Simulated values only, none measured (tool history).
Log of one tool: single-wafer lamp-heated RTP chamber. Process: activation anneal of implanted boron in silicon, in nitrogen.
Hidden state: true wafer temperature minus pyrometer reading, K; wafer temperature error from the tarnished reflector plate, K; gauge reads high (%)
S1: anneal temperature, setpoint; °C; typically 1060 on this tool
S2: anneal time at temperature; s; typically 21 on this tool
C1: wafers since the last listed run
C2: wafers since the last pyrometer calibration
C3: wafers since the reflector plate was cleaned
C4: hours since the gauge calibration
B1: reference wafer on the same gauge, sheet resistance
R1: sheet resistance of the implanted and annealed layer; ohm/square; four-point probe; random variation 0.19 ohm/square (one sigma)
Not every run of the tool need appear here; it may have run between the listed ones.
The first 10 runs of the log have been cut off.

| run | hour | S1 | S2 | C1 | C2 | C3 | C4 | B1 | R1 |
|---|---|---|---|---|---|---|---|---|---|
| 11 | 255.1 | 1048 | 18 | 678 | 8909 | 2991 | 982.2 | 145.93 | 129.51 |
|  | 274.2 | gauge calibrated |
|  | 276.6 | pyrometer window cleaned and pyrometer calibrated |
| 12 | 285.2 | 1060 | 21 | 461 | 178 | 3452 | 11 | 145.99 | 128.69 |
| 13 | 298 | 1060 | 21 | 267 | 446 | 3719 | 23.8 | 145.98 | 128.75 |
| 14 | 312.8 | 1060 | 21 | 309 | 755 | 4029 | 38.6 | 145.98 | 128.59 |
| 15 | 339.7 | 1060 | 21 | 561 | 1316 | 4590 | 65.5 | 146.07 | 128.74 |
| 16 | 385.3 | 1060 | 21 | 952 | 2269 | 5543 | 111.1 | 146.04 | 128.51 |
| 17 | 398.3 | 1078 | 11 | 271 | 2540 | 5814 | 124.1 | 145.96 | 128.93 |
| 18 | 410.6 | 1072 | 29 | 256 | 2797 | 6071 | 136.4 | 146.04 | 127.49 |
| 19 | 426.6 | 1060 | 21 | 334 | 3131 | 6405 | 152.4 | 145.94 | 128.46 |
| 20 | 532.5 | 1060 | 21 | 2211 | 5343 | 8617 | 258.3 | 146 | 128.81 |

Run 21, settings as shown, results not yet in. Your forecast:
| 21 | 565.9 | 1060 | 30 | 697 | 6040 | 9314 | 291.7 | ? | ? |

{"run 21": {"B1": 146.02, "R1": 127.67}}
Take away the tool's hidden state, keep the run-to-run variation as it was, and the same run would have given R1 127.67 ohm/square.
